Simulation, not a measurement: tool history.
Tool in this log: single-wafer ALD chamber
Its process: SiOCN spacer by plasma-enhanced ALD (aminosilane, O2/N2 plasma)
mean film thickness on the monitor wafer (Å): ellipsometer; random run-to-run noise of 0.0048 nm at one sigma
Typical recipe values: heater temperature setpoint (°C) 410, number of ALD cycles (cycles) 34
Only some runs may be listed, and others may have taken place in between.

| run | hour | heater temperature setpoint (°C) | number of ALD cycles (cycles) | read-back reference wafer on the same gauge, thickness_nm | mean film thickness on the monitor wafer (Å) |
|---|---|---|---|---|---|
| 1 | 0 | 410 | 34 | 1.949 | 19.08 |
| 2 | 16.4 | 406 | 34 | 1.95 | 19.44 |
| 3 | 31 | 413 | 36 | 1.951 | 20.07 |
| 4 | 55 | 413 | 36 | 1.949 | 19.96 |
| 5 | 75.7 | 410 | 30 | 1.949 | 16.82 |
| 6 | 108.7 | 410 | 30 | 1.949 | 16.83 |
| 7 | 125.9 | 410 | 30 | 1.949 | 16.84 |
| 8 | 156.8 | 410 | 34 | 1.949 | 19.2 |
| 9 | 184.7 | 410 | 34 | 1.95 | 19.15 |
| 10 | 203.6 | 410 | 34 | 1.95 | 19.06 |
| 11 | 231.1 | 410 | 34 | 1.95 | 19.08 |
| 12 | 251 | 410 | 34 | 1.95 | 19.08 |
|  | 260.4 | thermocouple changed; heater temperature recalibrated |
| 13 | 286.6 | 401 | 34 | 1.95 | 19.51 |
| 14 | 300.2 | 398 | 37 | 1.95 | 21.43 |
| 15 | 324 | 403 | 32 | 1.949 | 18.26 |
| 16 | 350 | 396 | 32 | 1.95 | 18.65 |
| 17 | 380.8 | 417 | 37 | 1.949 | 20.41 |
| 18 | 407.9 | 396 | 30 | 1.952 | 17.39 |
| 19 | 428.6 | 416 | 39 | 1.95 | 21.58 |
|  | 444.7 | gauge calibrated |
| 20 | 451.3 | 410 | 34 | 1.95 | 19.12 |
| 21 | 479.8 | 404 | 31 | 1.949 | 17.75 |
| 22 | 505.4 | 421 | 29 | 1.951 | 15.83 |
| 23 | 535.4 | 398 | 39 | 1.952 | 22.55 |
| 24 | 570.2 | 410 | 34 | 1.95 | 19.14 |

Run 25 has not been measured yet. What should we expect?
| 25 | 601.1 | 400 | 34 | ? | ? |

Run 25 gave read-back reference wafer on the same gauge, thickness_nm 1.948, mean film thickness on the monitor wafer (Å) 19.53.
If the tool had no hidden condition, the same run with the same run-to-run variation would have returned mean film thickness on the monitor wafer (Å) 19.53.
